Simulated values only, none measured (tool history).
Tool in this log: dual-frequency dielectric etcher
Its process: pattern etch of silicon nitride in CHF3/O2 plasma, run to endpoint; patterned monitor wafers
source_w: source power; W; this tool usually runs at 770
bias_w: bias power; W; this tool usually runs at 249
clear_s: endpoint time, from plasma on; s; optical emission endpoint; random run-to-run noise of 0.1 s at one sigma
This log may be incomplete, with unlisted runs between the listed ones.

| run | hour | source_w | bias_w | wafers since the last listed run | hours since the last wet clean | hours since the last source power generator calibration | hours since the last bias power generator calibration | hours since the last upper electrode change | incoming incoming film thickness, nm | clear_s |
|---|---|---|---|---|---|---|---|---|---|---|
| 1 | 0.0 | 770 | 249 | 0 | 142.7 | 4575.4 | 1850.6 | 5391.5 | 59.0 | 29.9 |
| 2 | 18.4 | 770 | 249 | 157 | 161.1 | 4593.8 | 1869.0 | 5409.9 | 59.0 | 29.8 |
| 3 | 45.7 | 770 | 249 | 233 | 188.4 | 4621.1 | 1896.3 | 5437.2 | 58.8 | 29.8 |
| 4 | 142.0 | 770 | 249 | 823 | 284.7 | 4717.4 | 1992.6 | 5533.5 | 58.4 | 29.5 |
| 5 | 154.2 | 770 | 249 | 104 | 296.9 | 4729.6 | 2004.8 | 5545.7 | 58.7 | 29.8 |
| 6 | 184.1 | 770 | 294 | 255 | 326.8 | 4759.5 | 2034.7 | 5575.6 | 58.9 | 27.9 |
| 7 | 199.5 | 770 | 249 | 131 | 342.2 | 4774.9 | 2050.1 | 5591.0 | 58.8 | 29.9 |
|  | 235.6 | wet clean of the chamber |
| 8 | 236.1 | 690 | 226 | 107 | 0.5 | 4811.5 | 2086.7 | 5627.6 | 58.9 | 32.4 |
| 9 | 238.7 | 690 | 226 | 22 | 3.1 | 4814.1 | 2089.3 | 5630.2 | 59.0 | 32.2 |
| 10 | 270.5 | 690 | 226 | 271 | 34.9 | 4845.9 | 2121.1 | 5662.0 | 59.0 | 32.6 |
| 11 | 291.8 | 770 | 228 | 182 | 56.2 | 4867.2 | 2142.4 | 5683.3 | 59.1 | 31.1 |

What will run 12 give?
|  | 316.2 | source power generator calibrated |
| 12 | 322.2 | 910 | 197 | 225 | 86.6 | 6.0 | 2172.8 | 5713.7 | 59.1 | ? |

{"run 12": {"clear_s": 30.8}}
Take away the tool's hidden state, keep the run-to-run variation as it was, and the same run would have given clear_s 30.8 s.
